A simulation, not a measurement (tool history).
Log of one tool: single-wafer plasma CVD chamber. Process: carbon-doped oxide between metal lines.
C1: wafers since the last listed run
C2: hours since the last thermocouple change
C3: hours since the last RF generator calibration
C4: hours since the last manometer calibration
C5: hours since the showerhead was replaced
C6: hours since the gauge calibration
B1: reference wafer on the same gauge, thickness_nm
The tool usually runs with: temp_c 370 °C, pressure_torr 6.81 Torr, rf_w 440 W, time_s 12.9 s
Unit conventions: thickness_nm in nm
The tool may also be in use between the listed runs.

{"run": 1, "day": 0.0, "temp_c": 370, "pressure_torr": 6.81, "rf_w": 440, "time_s": 14.2, "C1": 0, "C2": 448.0, "C3": 72.2, "C4": 1778.2, "C5": 2573.5, "C6": 2294.0, "B1": 66.596, "thickness_nm": 62.634}
{"day": 2.854, "done": "capacitance manometer re-zeroed and calibrated"}
{"run": 2, "day": 2.875, "temp_c": 377, "pressure_torr": 6.81, "rf_w": 440, "time_s": 12.9, "C1": 1744, "C2": 517.0, "C3": 141.2, "C4": 0.5, "C5": 2642.5, "C6": 2363.0, "B1": 66.611, "thickness_nm": 55.951}
{"run": 3, "day": 4.492, "temp_c": 377, "pressure_torr": 6.81, "rf_w": 440, "time_s": 12.9, "C1": 1109, "C2": 555.8, "C3": 180.0, "C4": 39.3, "C5": 2681.3, "C6": 2401.8, "B1": 66.605, "thickness_nm": 55.992}
{"day": 6.592, "done": "gauge calibrated"}
{"run": 4, "day": 13.875, "temp_c": 370, "pressure_torr": 6.81, "rf_w": 440, "time_s": 12.9, "C1": 6441, "C2": 781.0, "C3": 405.2, "C4": 264.5, "C5": 2906.5, "C6": 174.8, "B1": 66.571, "thickness_nm": 56.589}
{"run": 5, "day": 15.883, "temp_c": 370, "pressure_torr": 6.81, "rf_w": 440, "time_s": 12.9, "C1": 1378, "C2": 829.2, "C3": 453.4, "C4": 312.7, "C5": 2954.7, "C6": 223.0, "B1": 66.613, "thickness_nm": 56.485}
{"run": 6, "day": 17.583, "temp_c": 370, "pressure_torr": 6.81, "rf_w": 385, "time_s": 12.9, "C1": 1167, "C2": 870.0, "C3": 494.2, "C4": 353.5, "C5": 2995.5, "C6": 263.8, "B1": 66.598, "thickness_nm": 49.206}
{"run": 7, "day": 23.108, "temp_c": 370, "pressure_torr": 6.81, "rf_w": 385, "time_s": 12.9, "C1": 3792, "C2": 1002.6, "C3": 626.8, "C4": 486.1, "C5": 3128.1, "C6": 396.4, "B1": 66.569, "thickness_nm": 49.394}
{"run": 8, "day": 24.946, "temp_c": 370, "pressure_torr": 7.27, "rf_w": 440, "time_s": 12.9, "C1": 1261, "C2": 1046.7, "C3": 670.9, "C4": 530.2, "C5": 3172.2, "C6": 440.5, "B1": 66.574, "thickness_nm": 56.811}
{"run": 9, "day": 28.767, "temp_c": 377, "pressure_torr": 8.32, "rf_w": 440, "time_s": 14.2, "C1": 2622, "C2": 1138.4, "C3": 762.6, "C4": 621.9, "C5": 3263.9, "C6": 532.2, "B1": 66.622, "thickness_nm": 61.6}
{"run": 10, "day": 30.767, "temp_c": 370, "pressure_torr": 8.38, "rf_w": 395, "time_s": 11.9, "C1": 1372, "C2": 1186.4, "C3": 810.6, "C4": 669.9, "C5": 3311.9, "C6": 580.2, "B1": 66.591, "thickness_nm": 47.278}
{"run": 11, "day": 33.229, "temp_c": 370, "pressure_torr": 6.81, "rf_w": 440, "time_s": 12.9, "C1": 1690, "C2": 1245.5, "C3": 869.7, "C4": 729.0, "C5": 3371.0, "C6": 639.3, "B1": 66.607, "thickness_nm": 56.314}
{"day": 36.662, "done": "RF generator calibrated"}
{"day": 36.996, "done": "thermocouple changed; heater temperature recalibrated"}
{"run": 12, "day": 37.608, "temp_c": 370, "pressure_torr": 6.81, "rf_w": 440, "time_s": 12.9, "C1": 2548, "C2": 14.7, "C3": 22.7, "C4": 834.1, "C5": 3476.1, "C6": 744.4, "B1": 66.564, "thickness_nm": 57.257}
{"day": 40.029, "done": "showerhead replaced"}
{"run": 13, "day": 40.35, "temp_c": 370, "pressure_torr": 6.81, "rf_w": 440, "time_s": 14.2, "C1": 1653, "C2": 80.5, "C3": 88.5, "C4": 899.9, "C5": 7.7, "C6": 810.2, "B1": 66.61, "thickness_nm": 62.655}
{"run": 14, "day": 44.5, "temp_c": 355, "pressure_torr": 8.38, "rf_w": 525, "time_s": 14.8, "C1": 2848, "C2": 180.1, "C3": 188.1, "C4": 999.5, "C5": 107.3, "C6": 909.8, "B1": 66.604, "thickness_nm": 78.857}
{"run": 15, "day": 48.192, "temp_c": 364, "pressure_torr": 6.81, "rf_w": 440, "time_s": 12.9, "C1": 2534, "C2": 268.7, "C3": 276.7, "C4": 1088.1, "C5": 195.9, "C6": 998.4, "B1": 66.569, "thickness_nm": 57.656}
{"run": 16, "day": 51.929, "temp_c": 364, "pressure_torr": 5.46, "rf_w": 440, "time_s": 12.0, "C1": 2565, "C2": 358.4, "C3": 366.4, "C4": 1177.8, "C5": 285.6, "C6": 1088.1, "B1": 66.6, "thickness_nm": 52.221}
{"run": 17, "day": 53.808, "temp_c": 356, "pressure_torr": 6.81, "rf_w": 440, "time_s": 12.9, "C1": 1289, "C2": 403.5, "C3": 411.5, "C4": 1222.9, "C5": 330.7, "C6": 1133.2, "B1": 66.594, "thickness_nm": 58.365}
{"run": 18, "day": 57.854, "temp_c": 370, "pressure_torr": 6.81, "rf_w": 525, "time_s": 14.6, "C1": 2777, "C2": 500.6, "C3": 508.6, "C4": 1320.0, "C5": 427.8, "C6": 1230.3, "B1": 66.648, "thickness_nm": 73.904}
{"run": 19, "day": 60.612, "temp_c": 366, "pressure_torr": 8.47, "rf_w": 485, "time_s": 12.9, "C1": 1893, "C2": 566.8, "C3": 574.8, "C4": 1386.2, "C5": 494.0, "C6": 1296.5, "B1": 66.595, "thickness_nm": 62.803}
{"run": 20, "day": 63.858, "temp_c": 361, "pressure_torr": 6.81, "rf_w": 440, "time_s": 14.3, "C1": 2228, "C2": 644.7, "C3": 652.7, "C4": 1464.1, "C5": 571.9, "C6": 1374.4, "B1": 66.644, "thickness_nm": 63.39}
{"run": 21, "day": 66.138, "temp_c": 370, "pressure_torr": 6.81, "rf_w": 440, "time_s": 14.3, "C1": 1564, "C2": 699.4, "C3": 707.4, "C4": 1518.8, "C5": 626.6, "C6": 1429.1, "B1": 66.589, "thickness_nm": 62.585}
{"run": 22, "day": 69.254, "temp_c": 370, "pressure_torr": 7.63, "rf_w": 365, "time_s": 11.5, "C1": 2139, "C2": 774.2, "C3": 782.2, "C4": 1593.6, "C5": 701.4, "C6": 1503.9, "B1": 66.6, "thickness_nm": 41.772}
{"day": 74.012, "done": "capacitance manometer re-zeroed and calibrated"}
{"day": 77.238, "done": "RF generator calibrated"}
{"run": 23, "day": 82.717, "temp_c": 370, "pressure_torr": 6.81, "rf_w": 440, "time_s": 12.9, "C1": 8783, "C2": 1097.3, "C3": 131.5, "C4": 208.9, "C5": 1024.5, "C6": 1827.0, "B1": 66.603, "thickness_nm": 56.779}
{"run": 24, "day": 84.35, "temp_c": 382, "pressure_torr": 6.81, "rf_w": 440, "time_s": 10.7, "C1": 1121, "C2": 1136.5, "C3": 170.7, "C4": 248.1, "C5": 1063.7, "C6": 1866.2, "B1": 66.608, "thickness_nm": 46.246}
{"run": 25, "day": 86.171, "temp_c": 375, "pressure_torr": 7.37, "rf_w": 440, "time_s": 14.8, "C1": 1249, "C2": 1180.2, "C3": 214.4, "C4": 291.8, "C5": 1107.4, "C6": 1909.9, "B1": 66.599, "thickness_nm": 64.473}
{"day": 88.75, "done": "thermocouple changed; heater temperature recalibrated"}
{"day": 98.946, "done": "gauge calibrated"}
{"run": 26, "day": 99.671, "temp_c": 370, "pressure_torr": 6.81, "rf_w": 440, "time_s": 12.9, "C1": 9038, "C2": 262.1, "C3": 538.4, "C4": 615.8, "C5": 1431.4, "C6": 17.4, "B1": 66.553, "thickness_nm": 56.35}
{"run": 27, "day": 107.946, "temp_c": 358, "pressure_torr": 7.5, "rf_w": 440, "time_s": 12.9, "C1": 5680, "C2": 460.7, "C3": 737.0, "C4": 814.4, "C5": 1630.0, "C6": 216.0, "B1": 66.645, "thickness_nm": 58.148}

Run-by-run hidden state of the tool:
wafer temperature above the value expected at the setpoint (K): 0 on each run
true pressure above the setpoint (%): 0 on each run
gauge reads high (%): 0 on each run
H1: delivered RF power above the setpoint (%)
run=1 H1=-0.56
run=2 H1=-0.877
run=3 H1=-1.03
run=4 H1=-1.6
run=5 H1=-1.67
run=6 H1=-1.73
run=7 H1=-1.87
run=8 H1=-1.9
run=9 H1=-1.96
run=10 H1=-1.98
run=11 H1=-2
run=12 H1=-0.204
run=13 H1=-0.561
run=14 H1=-0.973
run=15 H1=-1.24
run=16 H1=-1.45
run=17 H1=-1.53
run=18 H1=-1.67
run=19 H1=-1.74
run=20 H1=-1.81
run=21 H1=-1.84
run=22 H1=-1.89
run=23 H1=-0.772
run=24 H1=-0.927
run=25 H1=-1.08
run=26 H1=-1.72
run=27 H1=-1.88

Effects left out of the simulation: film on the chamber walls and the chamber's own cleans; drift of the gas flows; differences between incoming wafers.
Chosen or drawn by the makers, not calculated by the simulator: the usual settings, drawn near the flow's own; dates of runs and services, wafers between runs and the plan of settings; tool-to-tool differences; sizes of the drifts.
